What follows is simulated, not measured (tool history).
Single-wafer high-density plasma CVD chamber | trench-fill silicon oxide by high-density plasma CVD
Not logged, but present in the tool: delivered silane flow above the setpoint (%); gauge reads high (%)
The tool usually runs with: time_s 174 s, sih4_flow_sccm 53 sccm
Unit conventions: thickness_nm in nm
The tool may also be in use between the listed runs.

run,hour,time_s,sih4_flow_sccm,wafers since the last listed run,hours since the silane flow controller was replaced,hours since the gauge calibration,"read-back reference wafer on the same gauge, thickness_nm",thickness_nm
1,0,174,53,0,3434.7,38.1,842.084,894.096
2,16.9,174,53,93,3451.6,55,843.369,890.946
3,47,174,53,167,3481.7,85.1,844.732,896.816
4,69.3,174,53,123,3504,107.4,845.196,892.69
5,101.8,174,46,180,3536.5,139.9,845.712,778.562
6,126.9,174,46,139,3561.6,165,846.803,778.777
7,147.8,174,46,116,3582.5,185.9,846.511,782.267
8,182.3,163,57,191,3617,220.4,847.337,904.367
# hour 235.4: gauge calibrated
# hour 253.3: silane flow controller replaced
9,268.1,164,53,432,14.8,32.7,843.08,838.81
10,298.1,174,53,166,44.8,62.7,844.732,898.322
11,312.3,154,44,78,59,76.9,844.958,658.784
12,343.1,163,57,171,89.8,107.7,846.549,902.594

Run 13 has not been measured yet. What should we expect?
13,368.6,158,53,141,115.3,133.2,?,?

read-back reference wafer on the same gauge, thickness_nm: 847.441
thickness_nm: 814.1 nm
With the hidden condition absent and the run-to-run variation left alone, this run would have shown thickness_nm 806.002 nm.

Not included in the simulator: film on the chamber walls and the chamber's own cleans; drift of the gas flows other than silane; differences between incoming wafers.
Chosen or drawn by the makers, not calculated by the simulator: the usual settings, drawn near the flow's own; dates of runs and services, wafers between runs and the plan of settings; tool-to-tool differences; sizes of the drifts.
